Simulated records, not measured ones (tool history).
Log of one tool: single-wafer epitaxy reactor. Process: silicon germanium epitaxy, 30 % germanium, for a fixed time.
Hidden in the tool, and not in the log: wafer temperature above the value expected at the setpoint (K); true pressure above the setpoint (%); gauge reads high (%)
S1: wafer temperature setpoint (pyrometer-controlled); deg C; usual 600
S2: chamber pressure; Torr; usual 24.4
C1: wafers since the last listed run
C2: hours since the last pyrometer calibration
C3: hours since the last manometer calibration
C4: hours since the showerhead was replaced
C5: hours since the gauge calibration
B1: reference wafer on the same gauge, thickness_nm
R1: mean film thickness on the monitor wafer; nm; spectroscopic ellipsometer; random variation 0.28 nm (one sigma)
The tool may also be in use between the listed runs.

run 1 hour=0 | S1=600 S2=24.4 | C1=0 C2=444.3 C3=1390.2 C4=4008.9 C5=392.8 | B1=54.317 | R1=61.129
run 2 hour=54.5 | S1=611 S2=24.4 | C1=1012 C2=498.8 C3=1444.7 C4=4063.4 C5=447.3 | B1=54.308 | R1=77.097
run 3 hour=126 | S1=611 S2=24.4 | C1=1328 C2=570.3 C3=1516.2 C4=4134.9 C5=518.8 | B1=54.38 | R1=77.267
run 4 hour=153.6 | S1=611 S2=24.4 | C1=512 C2=597.9 C3=1543.8 C4=4162.5 C5=546.4 | B1=54.259 | R1=76.767
run 5 hour=186 | S1=608 S2=24.4 | C1=601 C2=630.3 C3=1576.2 C4=4194.9 C5=578.8 | B1=54.405 | R1=72.951
run 6 hour=212.1 | S1=608 S2=24.4 | C1=484 C2=656.4 C3=1602.3 C4=4221 C5=604.9 | B1=54.262 | R1=72.358
run 7 hour=280.4 | S1=608 S2=24.4 | C1=1268 C2=724.7 C3=1670.6 C4=4289.3 C5=673.2 | B1=54.317 | R1=72.373
run 8 hour=331.9 | S1=600 S2=26.5 | C1=956 C2=776.2 C3=1722.1 C4=4340.8 C5=724.7 | B1=54.356 | R1=63.785
run 9 hour=378.3 | S1=600 S2=24.4 | C1=861 C2=822.6 C3=1768.5 C4=4387.2 C5=771.1 | B1=54.351 | R1=61.976
run 10 hour=434.2 | S1=600 S2=24.4 | C1=1038 C2=878.5 C3=1824.4 C4=4443.1 C5=827 | B1=54.265 | R1=61.889
run 11 hour=543.7 | S1=600 S2=24.4 | C1=2034 C2=988 C3=1933.9 C4=4552.6 C5=936.5 | B1=54.165 | R1=62.32
run 12 hour=602.7 | S1=600 S2=24.4 | C1=1095 C2=1047 C3=1992.9 C4=4611.6 C5=995.5 | B1=54.349 | R1=62.187
run 13 hour=670.1 | S1=604 S2=26.3 | C1=1252 C2=1114.4 C3=2060.3 C4=4679 C5=1062.9 | B1=54.309 | R1=70.086
-- hour=721 pyrometer calibrated
run 14 hour=721.7 | S1=586 S2=27.4 | C1=809 C2=0.7 C3=2111.9 C4=4730.6 C5=1114.5 | B1=54.314 | R1=48.982
-- hour=740.8 capacitance manometer re-zeroed and calibrated
run 15 hour=779.1 | S1=609 S2=29 | C1=917 C2=58.1 C3=38.3 C4=4788 C5=1171.9 | B1=54.154 | R1=78.212
run 16 hour=846 | S1=610 S2=22 | C1=1242 C2=125 C3=105.2 C4=4854.9 C5=1238.8 | B1=54.419 | R1=70.319
-- hour=875.5 gauge calibrated
-- hour=901.2 showerhead replaced
run 17 hour=925.8 | S1=600 S2=24.4 | C1=1333 C2=204.8 C3=185 C4=24.6 C5=50.3 | B1=54.237 | R1=59.967
run 18 hour=963.8 | S1=605 S2=28.6 | C1=705 C2=242.8 C3=223 C4=62.6 C5=88.3 | B1=54.376 | R1=71.297
run 19 hour=1159.9 | S1=600 S2=24.4 | C1=3642 C2=438.9 C3=419.1 C4=258.7 C5=284.4 | B1=54.332 | R1=60.359
run 20 hour=1201.7 | S1=608 S2=27.8 | C1=776 C2=480.7 C3=460.9 C4=300.5 C5=326.2 | B1=54.187 | R1=75.15
run 21 hour=1248.3 | S1=594 S2=22.2 | C1=865 C2=527.3 C3=507.5 C4=347.1 C5=372.8 | B1=54.314 | R1=50.868
run 22 hour=1289.4 | S1=586 S2=20.7 | C1=763 C2=568.4 C3=548.6 C4=388.2 C5=413.9 | B1=54.425 | R1=41.33
run 23 hour=1346.6 | S1=600 S2=24.4 | C1=1062 C2=625.6 C3=605.8 C4=445.4 C5=471.1 | B1=54.351 | R1=60.132
run 24 hour=1385.9 | S1=588 S2=21.5 | C1=730 C2=664.9 C3=645.1 C4=484.7 C5=510.4 | B1=54.319 | R1=43.993

Forecast each of these 4 alternatives for the next run:
run A hour=1386.3 | S1=593 S2=24.4 | C1=7 C2=665.3 C3=645.5 C4=485.1 C5=510.8 | B1=? | R1=?
run B hour=1386.3 | S1=588 S2=19.1 | C1=7 C2=665.3 C3=645.5 C4=485.1 C5=510.8 | B1=? | R1=?
run C hour=1386.3 | S1=613 S2=20.1 | C1=7 C2=665.3 C3=645.5 C4=485.1 C5=510.8 | B1=? | R1=?
run D hour=1386.3 | S1=600 S2=28.7 | C1=7 C2=665.3 C3=645.5 C4=485.1 C5=510.8 | B1=? | R1=?

run=A B1=54.326 R1=52.067
run=B B1=54.326 R1=41.726
run=C B1=54.326 R1=71.914
run=D B1=54.326 R1=64.93
Without the tool's hidden state the same runs would have given:
run=A R1=52.213
run=B R1=41.843
run=C R1=72.115
run=D R1=65.112
